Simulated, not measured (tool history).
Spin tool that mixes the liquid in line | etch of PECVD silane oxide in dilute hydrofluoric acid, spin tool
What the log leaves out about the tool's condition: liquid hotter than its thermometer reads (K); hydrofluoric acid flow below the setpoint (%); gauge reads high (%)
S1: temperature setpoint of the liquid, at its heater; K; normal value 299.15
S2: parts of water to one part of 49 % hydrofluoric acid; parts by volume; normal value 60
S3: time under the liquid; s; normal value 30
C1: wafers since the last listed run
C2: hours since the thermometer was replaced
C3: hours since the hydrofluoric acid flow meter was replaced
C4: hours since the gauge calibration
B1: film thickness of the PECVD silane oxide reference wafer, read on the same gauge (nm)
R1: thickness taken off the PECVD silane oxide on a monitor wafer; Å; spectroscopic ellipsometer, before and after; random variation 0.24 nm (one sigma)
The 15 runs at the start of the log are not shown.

{"run": 16, "hour": 301.8, "S1": 303.15, "S2": 60, "S3": 45, "C1": 129, "C2": 1431.2, "C3": 133.1, "C4": 558.8, "B1": 49.98, "R1": 420.4}
{"run": 17, "hour": 314.0, "S1": 299.15, "S2": 60, "S3": 30, "C1": 109, "C2": 1443.4, "C3": 145.3, "C4": 571, "B1": 50.01, "R1": 234.2}
{"run": 18, "hour": 330.4, "S1": 301.15, "S2": 60, "S3": 30, "C1": 146, "C2": 1459.8, "C3": 161.7, "C4": 587.4, "B1": 50.02, "R1": 257}
{"run": 19, "hour": 347.8, "S1": 299.15, "S2": 60, "S3": 30, "C1": 155, "C2": 1477.2, "C3": 179.1, "C4": 604.8, "B1": 49.95, "R1": 236.4}
{"run": 20, "hour": 363.8, "S1": 296.15, "S2": 60, "S3": 30, "C1": 143, "C2": 1493.2, "C3": 195.1, "C4": 620.8, "B1": 50.02, "R1": 208.3}
{"hour": 370.7, "done": "thermometer replaced"}
{"run": 21, "hour": 394.3, "S1": 294.65, "S2": 60, "S3": 40, "C1": 264, "C2": 23.6, "C3": 225.6, "C4": 651.3, "B1": 50, "R1": 260.5}
{"hour": 398.5, "done": "gauge calibrated"}
{"run": 22, "hour": 412.1, "S1": 297.15, "S2": 85, "S3": 15, "C1": 159, "C2": 41.4, "C3": 243.4, "C4": 13.6, "B1": 50.01, "R1": 74.2}
{"run": 23, "hour": 421.5, "S1": 303.15, "S2": 35, "S3": 15, "C1": 84, "C2": 50.8, "C3": 252.8, "C4": 23, "B1": 50, "R1": 245.5}
{"run": 24, "hour": 435.7, "S1": 304.15, "S2": 60, "S3": 45, "C1": 127, "C2": 65, "C3": 267, "C4": 37.2, "B1": 49.99, "R1": 426.9}
{"run": 25, "hour": 443.6, "S1": 299.15, "S2": 75, "S3": 30, "C1": 70, "C2": 72.9, "C3": 274.9, "C4": 45.1, "B1": 50.05, "R1": 183.1}
{"run": 26, "hour": 457.2, "S1": 299.15, "S2": 45, "S3": 30, "C1": 121, "C2": 86.5, "C3": 288.5, "C4": 58.7, "B1": 49.99, "R1": 314.1}
{"run": 27, "hour": 474.7, "S1": 302.65, "S2": 60, "S3": 30, "C1": 156, "C2": 104, "C3": 306, "C4": 76.2, "B1": 50.02, "R1": 267.8}
{"run": 28, "hour": 481.0, "S1": 295.65, "S2": 60, "S3": 30, "C1": 56, "C2": 110.3, "C3": 312.3, "C4": 82.5, "B1": 50, "R1": 199.3}
{"run": 29, "hour": 490.8, "S1": 295.15, "S2": 50, "S3": 40, "C1": 87, "C2": 120.1, "C3": 322.1, "C4": 92.3, "B1": 50.02, "R1": 316.1}
{"run": 30, "hour": 503.7, "S1": 303.65, "S2": 35, "S3": 15, "C1": 115, "C2": 133, "C3": 335, "C4": 105.2, "B1": 49.99, "R1": 243.2}
{"run": 31, "hour": 514.8, "S1": 294.65, "S2": 35, "S3": 30, "C1": 99, "C2": 144.1, "C3": 346.1, "C4": 116.3, "B1": 50.06, "R1": 343.4}
{"run": 32, "hour": 524.4, "S1": 299.15, "S2": 40, "S3": 50, "C1": 86, "C2": 153.7, "C3": 355.7, "C4": 125.9, "B1": 50.02, "R1": 594.6}
{"run": 33, "hour": 535.9, "S1": 299.15, "S2": 60, "S3": 30, "C1": 103, "C2": 165.2, "C3": 367.2, "C4": 137.4, "B1": 50.01, "R1": 231.1}
{"run": 34, "hour": 547.8, "S1": 299.15, "S2": 60, "S3": 30, "C1": 106, "C2": 177.1, "C3": 379.1, "C4": 149.3, "B1": 49.94, "R1": 231}

Below are 3 alternative next runs, each starting from the tool's condition after run 34. Predict each:
{"run": "A", "hour": 548.2, "S1": 299.15, "S2": 60, "S3": 35, "C1": 3, "C2": 177.5, "C3": 379.5, "C4": 149.7, "B1": "?", "R1": "?"}
{"run": "B", "hour": 548.2, "S1": 300.65, "S2": 90, "S3": 30, "C1": 3, "C2": 177.5, "C3": 379.5, "C4": 149.7, "B1": "?", "R1": "?"}
{"run": "C", "hour": 548.2, "S1": 295.65, "S2": 80, "S3": 15, "C1": 3, "C2": 177.5, "C3": 379.5, "C4": 149.7, "B1": "?", "R1": "?"}

run=A B1=49.98 R1=262.4
run=B B1=49.98 R1=152.3
run=C B1=49.98 R1=71.3
Without the tool's unlogged condition, the same runs would have read:
run=A R1=279.7
run=B R1=162.8
run=C R1=76
